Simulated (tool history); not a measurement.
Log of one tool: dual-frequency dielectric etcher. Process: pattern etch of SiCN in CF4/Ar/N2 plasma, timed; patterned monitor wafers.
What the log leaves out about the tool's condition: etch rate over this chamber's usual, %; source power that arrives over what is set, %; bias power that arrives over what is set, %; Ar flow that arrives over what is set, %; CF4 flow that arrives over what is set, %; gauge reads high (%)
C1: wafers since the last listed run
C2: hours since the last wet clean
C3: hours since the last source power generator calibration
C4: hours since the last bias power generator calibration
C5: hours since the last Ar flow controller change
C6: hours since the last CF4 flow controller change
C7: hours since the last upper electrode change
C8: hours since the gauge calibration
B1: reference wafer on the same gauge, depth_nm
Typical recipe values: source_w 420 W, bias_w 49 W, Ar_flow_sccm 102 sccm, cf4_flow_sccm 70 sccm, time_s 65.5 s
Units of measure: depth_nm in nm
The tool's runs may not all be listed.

Run 1, day 0.000: usual settings; C1 0; C2 49.1; C3 78.0; C4 2.4; C5 4609.1; C6 2332.4; C7 0.8; C8 19.4; B1 48.82. Result: depth_nm 46.72 nm.
Run 2, day 0.017: usual settings; C1 5; C2 49.5; C3 78.4; C4 2.8; C5 4609.5; C6 2332.8; C7 1.2; C8 19.8; B1 48.80. Result: depth_nm 46.35 nm.
Run 3, day 0.571: usual settings but source_w 490 W, Ar_flow_sccm 127 sccm; C1 176; C2 62.8; C3 91.7; C4 16.1; C5 4622.8; C6 2346.1; C7 14.5; C8 33.1; B1 48.81. Result: depth_nm 48.47 nm.
Run 4, day 0.888: usual settings but source_w 340 W; C1 100; C2 70.4; C3 99.3; C4 23.7; C5 4630.4; C6 2353.7; C7 22.1; C8 40.7; B1 48.82. Result: depth_nm 42.62 nm.
Run 5, day 1.383: usual settings but source_w 490 W, bias_w 59 W, Ar_flow_sccm 109 sccm, cf4_flow_sccm 82 sccm; C1 157; C2 82.3; C3 111.2; C4 35.6; C5 4642.3; C6 2365.6; C7 34.0; C8 52.6; B1 48.80. Result: depth_nm 52.54 nm.
Run 6, day 3.388: usual settings but source_w 330 W, bias_w 60 W, Ar_flow_sccm 123 sccm, cf4_flow_sccm 57 sccm; C1 638; C2 130.4; C3 159.3; C4 83.7; C5 4690.4; C6 2413.7; C7 82.1; C8 100.7; B1 48.81. Result: depth_nm 41.80 nm.
Run 7, day 3.825: usual settings; C1 139; C2 140.9; C3 169.8; C4 94.2; C5 4700.9; C6 2424.2; C7 92.6; C8 111.2; B1 48.81. Result: depth_nm 46.39 nm.
At day 4.171: CF4 flow controller replaced.
Run 8, day 4.396: usual settings but source_w 500 W, bias_w 59 W, cf4_flow_sccm 61 sccm; C1 102; C2 154.6; C3 183.5; C4 107.9; C5 4714.6; C6 5.4; C7 106.3; C8 124.9; B1 48.80. Result: depth_nm 52.20 nm.
Run 9, day 4.950: usual settings but Ar_flow_sccm 82 sccm, time_s 49.5 s; C1 176; C2 167.9; C3 196.8; C4 121.2; C5 4727.9; C6 18.7; C7 119.6; C8 138.2; B1 48.78. Result: depth_nm 36.31 nm.
Run 10, day 5.488: usual settings but source_w 360 W, bias_w 53 W, cf4_flow_sccm 81 sccm; C1 171; C2 180.8; C3 209.7; C4 134.1; C5 4740.8; C6 31.6; C7 132.5; C8 151.1; B1 48.82. Result: depth_nm 44.93 nm.
At day 6.325: Ar flow controller replaced.
Run 11, day 6.346: usual settings but source_w 350 W, Ar_flow_sccm 124 sccm, cf4_flow_sccm 59 sccm, time_s 84.5 s; C1 193; C2 201.4; C3 230.3; C4 154.7; C5 0.5; C6 52.2; C7 153.1; C8 171.7; B1 48.81. Result: depth_nm 52.26 nm.
Run 12, day 6.871: usual settings; C1 167; C2 214.0; C3 242.9; C4 167.3; C5 13.1; C6 64.8; C7 165.7; C8 184.3; B1 48.82. Result: depth_nm 46.25 nm.
Run 13, day 7.217: usual settings; C1 110; C2 222.3; C3 251.2; C4 175.6; C5 21.4; C6 73.1; C7 174.0; C8 192.6; B1 48.79. Result: depth_nm 45.96 nm.
Run 14, day 7.821: usual settings; C1 192; C2 236.8; C3 265.7; C4 190.1; C5 35.9; C6 87.6; C7 188.5; C8 207.1; B1 48.80. Result: depth_nm 46.10 nm.
Run 15, day 8.408: usual settings; C1 187; C2 250.9; C3 279.8; C4 204.2; C5 50.0; C6 101.7; C7 202.6; C8 221.2; B1 48.76. Result: depth_nm 46.08 nm.
Run 16, day 8.933: usual settings but time_s 51.0 s; C1 167; C2 263.5; C3 292.4; C4 216.8; C5 62.6; C6 114.3; C7 215.2; C8 233.8; B1 48.84. Result: depth_nm 35.82 nm.
Run 17, day 9.229: usual settings but bias_w 43 W, Ar_flow_sccm 113 sccm, cf4_flow_sccm 65 sccm; C1 94; C2 270.6; C3 299.5; C4 223.9; C5 69.7; C6 121.4; C7 222.3; C8 240.9; B1 48.83. Result: depth_nm 43.43 nm.
Run 18, day 9.708: usual settings; C1 152; C2 282.1; C3 311.0; C4 235.4; C5 81.2; C6 132.9; C7 233.8; C8 252.4; B1 48.79. Result: depth_nm 45.84 nm.
Run 19, day 10.333: usual settings but cf4_flow_sccm 82 sccm; C1 199; C2 297.1; C3 326.0; C4 250.4; C5 96.2; C6 147.9; C7 248.8; C8 267.4; B1 48.80. Result: depth_nm 46.90 nm.
Run 20, day 10.800: usual settings but bias_w 54 W, time_s 79.5 s; C1 148; C2 308.3; C3 337.2; C4 261.6; C5 107.4; C6 159.1; C7 260.0; C8 278.6; B1 48.80. Result: depth_nm 56.97 nm.

What if the next run were any one of these 5? Each begins from the tool's condition after run 20:
Run A, day 10.817: usual settings but cf4_flow_sccm 65 sccm; C1 5; C2 308.7; C3 337.6; C4 262.0; C5 107.8; C6 159.5; C7 260.4; C8 279.0; B1 ?. Result: depth_nm ?.
Run B, day 10.817: usual settings but Ar_flow_sccm 111 sccm, time_s 57.0 s; C1 5; C2 308.7; C3 337.6; C4 262.0; C5 107.8; C6 159.5; C7 260.4; C8 279.0; B1 ?. Result: depth_nm ?.
Run C, day 10.817: usual settings but bias_w 45 W; C1 5; C2 308.7; C3 337.6; C4 262.0; C5 107.8; C6 159.5; C7 260.4; C8 279.0; B1 ?. Result: depth_nm ?.
Run D, day 10.817: usual settings but cf4_flow_sccm 80 sccm; C1 5; C2 308.7; C3 337.6; C4 262.0; C5 107.8; C6 159.5; C7 260.4; C8 279.0; B1 ?. Result: depth_nm ?.
Run E, day 10.817: usual settings but cf4_flow_sccm 54 sccm; C1 5; C2 308.7; C3 337.6; C4 262.0; C5 107.8; C6 159.5; C7 260.4; C8 279.0; B1 ?. Result: depth_nm ?.

run     B1  depth_nm
  A  48.79     45.33
  B  48.79     39.25
  C  48.79     44.81
  D  48.79     46.53
  E  48.79     44.29
What these runs would have given with no unlogged condition in the tool:
run  depth_nm
  A     46.36
  B     40.15
  C     45.84
  D     47.60
  E     45.31
